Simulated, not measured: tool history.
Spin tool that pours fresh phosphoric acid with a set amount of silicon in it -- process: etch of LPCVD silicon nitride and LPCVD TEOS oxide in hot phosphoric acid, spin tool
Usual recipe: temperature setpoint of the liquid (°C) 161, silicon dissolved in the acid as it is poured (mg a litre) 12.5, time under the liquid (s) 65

run	hour	temperature setpoint of the liquid (°C)	silicon dissolved in the acid as it is poured (mg a litre)	time under the liquid (s)	read-back film thickness of the LPCVD silicon nitride reference wafer, read on the same gauge (nm)	thickness taken off the LPCVD silicon nitride on a monitor wafer (angstrom)
1	0	158.5	17.5	100	80.42	77
2	33.5	160	22	90	80.39	73.4
3	49.6	161	20	65	80.42	54.7
4	80.8	161	6	80	80.44	67.2
5	110.2	160	5	55	80.5	45
6	132.3	161	12.5	40	80.52	33.9
7	166.4	162.5	17.5	85	80.54	75
8	272.1	161	12.5	65	80.81	54.9
9	285.6	161	8.5	90	80.83	76.1
10	312.2	159.5	8	30	80.91	24.3
11	331	161	20	65	81.01	55.5
# hour 340.7: heated supply line repaired
12	362.6	163.5	20.5	65	81.13	60
13	378.4	162	7	65	81.15	57
14	405.8	158.5	17.5	100	81.26	78.5
15	430.5	161	12.5	65	81.34	55.6
16	450.1	161	12.5	45	81.39	38.5
17	494.6	161	12.5	65	81.62	54.8
18	521.7	162	18.5	65	81.78	57.4
19	544.9	159.5	9	65	81.86	52.9
20	575.1	162.5	12.5	65	82.09	58.8
# hour 595.2: gauge calibrated
21	600.9	159.5	4	65	79.91	51.7

For each run, what was the tool's unlogged condition?
liquid colder than its thermometer reads (K): 0 at every run
dissolved silicon flow above the setpoint (%): 0 at every run
temperature lost on the way to the wafer (K): 0 at every run
H1: gauge reads high (%)
run	H1
1	0.496
2	0.514
3	0.527
4	0.562
5	0.604
6	0.642
7	0.712
8	1.01
9	1.06
10	1.16
11	1.23
12	1.37
13	1.44
14	1.57
15	1.7
16	1.8
17	2.06
18	2.22
19	2.37
20	2.57
21	-0.128

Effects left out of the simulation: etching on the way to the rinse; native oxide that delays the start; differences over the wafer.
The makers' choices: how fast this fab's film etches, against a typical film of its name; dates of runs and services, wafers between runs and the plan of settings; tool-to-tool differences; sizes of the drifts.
